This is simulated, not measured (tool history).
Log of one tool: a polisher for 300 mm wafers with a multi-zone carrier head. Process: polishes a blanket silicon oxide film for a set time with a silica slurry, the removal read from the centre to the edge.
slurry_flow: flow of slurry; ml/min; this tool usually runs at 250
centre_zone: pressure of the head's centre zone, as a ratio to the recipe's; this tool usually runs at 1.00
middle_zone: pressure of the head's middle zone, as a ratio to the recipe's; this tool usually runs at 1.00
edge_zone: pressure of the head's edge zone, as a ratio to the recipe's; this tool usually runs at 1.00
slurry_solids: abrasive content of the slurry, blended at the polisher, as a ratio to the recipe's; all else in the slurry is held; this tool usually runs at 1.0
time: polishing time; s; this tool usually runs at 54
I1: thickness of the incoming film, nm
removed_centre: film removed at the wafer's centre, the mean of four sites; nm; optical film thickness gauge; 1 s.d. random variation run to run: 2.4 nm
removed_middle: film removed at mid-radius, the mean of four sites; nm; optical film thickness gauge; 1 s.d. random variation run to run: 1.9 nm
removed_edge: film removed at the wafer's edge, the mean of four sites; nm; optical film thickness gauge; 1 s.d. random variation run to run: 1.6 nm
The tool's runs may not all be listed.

{"run": 1, "hour": 0.0, "slurry_flow": 250, "centre_zone": 1.0, "middle_zone": 1.0, "edge_zone": 1.0, "slurry_solids": 1.0, "time": 54, "I1": 1391.4, "removed_centre": 162.7, "removed_middle": 166.9, "removed_edge": 166.2}
{"run": 2, "hour": 57.6, "slurry_flow": 250, "centre_zone": 1.0, "middle_zone": 1.0, "edge_zone": 1.0, "slurry_solids": 1.0, "time": 54, "I1": 1401.3, "removed_centre": 161.2, "removed_middle": 164.4, "removed_edge": 160.7}
{"run": 3, "hour": 96.3, "slurry_flow": 250, "centre_zone": 1.0, "middle_zone": 1.0, "edge_zone": 1.0, "slurry_solids": 1.0, "time": 54, "I1": 1411.1, "removed_centre": 159.6, "removed_middle": 162.7, "removed_edge": 159.3}
{"run": 4, "hour": 146.0, "slurry_flow": 295, "centre_zone": 1.0, "middle_zone": 1.0, "edge_zone": 1.0, "slurry_solids": 1.0, "time": 54, "I1": 1390.7, "removed_centre": 162.9, "removed_middle": 160.3, "removed_edge": 160.7}
{"run": 5, "hour": 310.7, "slurry_flow": 250, "centre_zone": 0.96, "middle_zone": 1.0, "edge_zone": 1.0, "slurry_solids": 1.0, "time": 54, "I1": 1405.6, "removed_centre": 156.0, "removed_middle": 168.5, "removed_edge": 168.5}
{"run": 6, "hour": 360.9, "slurry_flow": 250, "centre_zone": 0.96, "middle_zone": 1.0, "edge_zone": 1.0, "slurry_solids": 1.0, "time": 54, "I1": 1401.4, "removed_centre": 156.3, "removed_middle": 166.7, "removed_edge": 166.6}
{"run": 7, "hour": 432.3, "slurry_flow": 250, "centre_zone": 0.96, "middle_zone": 1.0, "edge_zone": 1.0, "slurry_solids": 1.0, "time": 54, "I1": 1405.3, "removed_centre": 152.7, "removed_middle": 159.1, "removed_edge": 160.4}
{"run": 8, "hour": 458.4, "slurry_flow": 320, "centre_zone": 1.0, "middle_zone": 1.0, "edge_zone": 1.0, "slurry_solids": 1.0, "time": 49, "I1": 1404.5, "removed_centre": 146.3, "removed_middle": 148.9, "removed_edge": 145.9}
{"run": 9, "hour": 498.6, "slurry_flow": 320, "centre_zone": 1.0, "middle_zone": 1.0, "edge_zone": 1.0, "slurry_solids": 1.0, "time": 49, "I1": 1393.8, "removed_centre": 139.5, "removed_middle": 143.5, "removed_edge": 143.2}
{"run": 10, "hour": 533.9, "slurry_flow": 165, "centre_zone": 0.96, "middle_zone": 1.0, "edge_zone": 1.0, "slurry_solids": 1.0, "time": 54, "I1": 1399.7, "removed_centre": 130.9, "removed_middle": 136.8, "removed_edge": 138.5}
{"run": 11, "hour": 599.4, "slurry_flow": 250, "centre_zone": 1.0, "middle_zone": 1.0, "edge_zone": 1.0, "slurry_solids": 1.0, "time": 54, "I1": 1396.5, "removed_centre": 169.1, "removed_middle": 164.7, "removed_edge": 163.7}
{"run": 12, "hour": 649.5, "slurry_flow": 250, "centre_zone": 0.9, "middle_zone": 1.0, "edge_zone": 1.11, "slurry_solids": 1.0, "time": 41, "I1": 1387.5, "removed_centre": 109.3, "removed_middle": 125.8, "removed_edge": 128.7}
{"run": 13, "hour": 717.2, "slurry_flow": 250, "centre_zone": 1.08, "middle_zone": 1.0, "edge_zone": 1.0, "slurry_solids": 1.0, "time": 49, "I1": 1396.5, "removed_centre": 156.5, "removed_middle": 145.5, "removed_edge": 140.2}
{"run": 14, "hour": 776.2, "slurry_flow": 250, "centre_zone": 1.0, "middle_zone": 1.07, "edge_zone": 1.0, "slurry_solids": 1.0, "time": 54, "I1": 1399.4, "removed_centre": 149.3, "removed_middle": 160.8, "removed_edge": 146.8}
{"run": 15, "hour": 811.8, "slurry_flow": 295, "centre_zone": 1.0, "middle_zone": 1.0, "edge_zone": 1.0, "slurry_solids": 0.8, "time": 54, "I1": 1397.9, "removed_centre": 135.5, "removed_middle": 136.5, "removed_edge": 134.5}
{"run": 16, "hour": 848.6, "slurry_flow": 250, "centre_zone": 1.0, "middle_zone": 1.0, "edge_zone": 1.0, "slurry_solids": 1.0, "time": 54, "I1": 1394.4, "removed_centre": 167.1, "removed_middle": 164.6, "removed_edge": 162.2}
{"run": 17, "hour": 897.9, "slurry_flow": 250, "centre_zone": 0.92, "middle_zone": 1.0, "edge_zone": 0.9, "slurry_solids": 1.0, "time": 36, "I1": 1403.3, "removed_centre": 98.0, "removed_middle": 107.5, "removed_edge": 104.5}
{"run": 18, "hour": 964.7, "slurry_flow": 250, "centre_zone": 0.92, "middle_zone": 1.0, "edge_zone": 1.0, "slurry_solids": 1.2, "time": 54, "I1": 1409.8, "removed_centre": 153.5, "removed_middle": 173.0, "removed_edge": 167.9}
{"run": 19, "hour": 1010.0, "slurry_flow": 250, "centre_zone": 1.0, "middle_zone": 1.0, "edge_zone": 1.0, "slurry_solids": 1.0, "time": 54, "I1": 1382.8, "removed_centre": 155.1, "removed_middle": 152.3, "removed_edge": 154.7}
{"run": 20, "hour": 1058.2, "slurry_flow": 185, "centre_zone": 1.11, "middle_zone": 1.0, "edge_zone": 1.0, "slurry_solids": 1.0, "time": 54, "I1": 1393.2, "removed_centre": 156.4, "removed_middle": 141.8, "removed_edge": 142.1}
{"run": 21, "hour": 1118.6, "slurry_flow": 250, "centre_zone": 0.89, "middle_zone": 1.0, "edge_zone": 1.0, "slurry_solids": 1.0, "time": 40, "I1": 1397.4, "removed_centre": 110.8, "removed_middle": 122.8, "removed_edge": 122.4}
{"run": 22, "hour": 1179.0, "slurry_flow": 250, "centre_zone": 1.0, "middle_zone": 1.0, "edge_zone": 1.0, "slurry_solids": 0.8, "time": 49, "I1": 1392.8, "removed_centre": 136.0, "removed_middle": 136.6, "removed_edge": 133.6}

The log once held 11 entries between its listed runs, left out of this copy. Where does each go, and what is different about the tool's unlogged condition between the listed run before it and the listed run after it?
Between runs 4 and 5: slurry nozzle cleaned (hour 158.7); carrier head's membrane replaced by a new one (hour 271.9); worn pad replaced by a new one (hour 275.1)
  removal rate lost through wear of the pad, %: 5.24 -> 0.373
  measured less the result without the state, removed_centre: -9.0 -> -0.6 nm; removed_middle: -8.8 -> -0.6 nm; removed_edge: -8.9 -> -0.7 nm
Between runs 6 and 7: centre zone pressure recalibrated (hour 394.8); slurry nozzle cleaned (hour 428.8)
  removal rate lost through wear of the pad, %: 1.34 -> 4.09
  measured less the result without the state, removed_centre: -2.2 -> -6.5 nm; removed_middle: -2.3 -> -6.8 nm; removed_edge: -2.3 -> -6.8 nm
Between runs 10 and 11: worn pad replaced by a new one (hour 543.0)
  removal rate lost through wear of the pad, %: 10.8 -> 1.1
  measured less the result without the state, removed_centre: -15.8 -> -1.9 nm; removed_middle: -16.5 -> -1.8 nm; removed_edge: -16.7 -> -1.8 nm
Between runs 12 and 13: slurry nozzle cleaned (hour 660.4)
  removal rate lost through wear of the pad, %: 2.39 -> 5.4
  measured less the result without the state, removed_centre: -2.7 -> -9.0 nm; removed_middle: -3.0 -> -8.3 nm; removed_edge: -3.2 -> -8.0 nm
Between runs 15 and 16: worn pad replaced by a new one (hour 817.8); edge zone pressure recalibrated (hour 834.4)
  removal rate lost through wear of the pad, %: 12 -> 1.84
  measured less the result without the state, removed_centre: -18.5 -> -3.1 nm; removed_middle: -18.6 -> -3.0 nm; removed_edge: -18.5 -> -3.1 nm
Between runs 18 and 19: slurry nozzle cleaned (hour 970.3)
  removal rate lost through wear of the pad, %: 5.11 -> 7.55
  measured less the result without the state, removed_centre: -8.3 -> -12.6 nm; removed_middle: -9.3 -> -12.4 nm; removed_edge: -9.1 -> -12.6 nm
Between runs 20 and 21: worn pad replaced by a new one (hour 1090.3)
  removal rate lost through wear of the pad, %: 10.8 -> 0.728
  measured less the result without the state, removed_centre: -19.0 -> -0.8 nm; removed_middle: -17.2 -> -0.9 nm; removed_edge: -17.3 -> -0.9 nm

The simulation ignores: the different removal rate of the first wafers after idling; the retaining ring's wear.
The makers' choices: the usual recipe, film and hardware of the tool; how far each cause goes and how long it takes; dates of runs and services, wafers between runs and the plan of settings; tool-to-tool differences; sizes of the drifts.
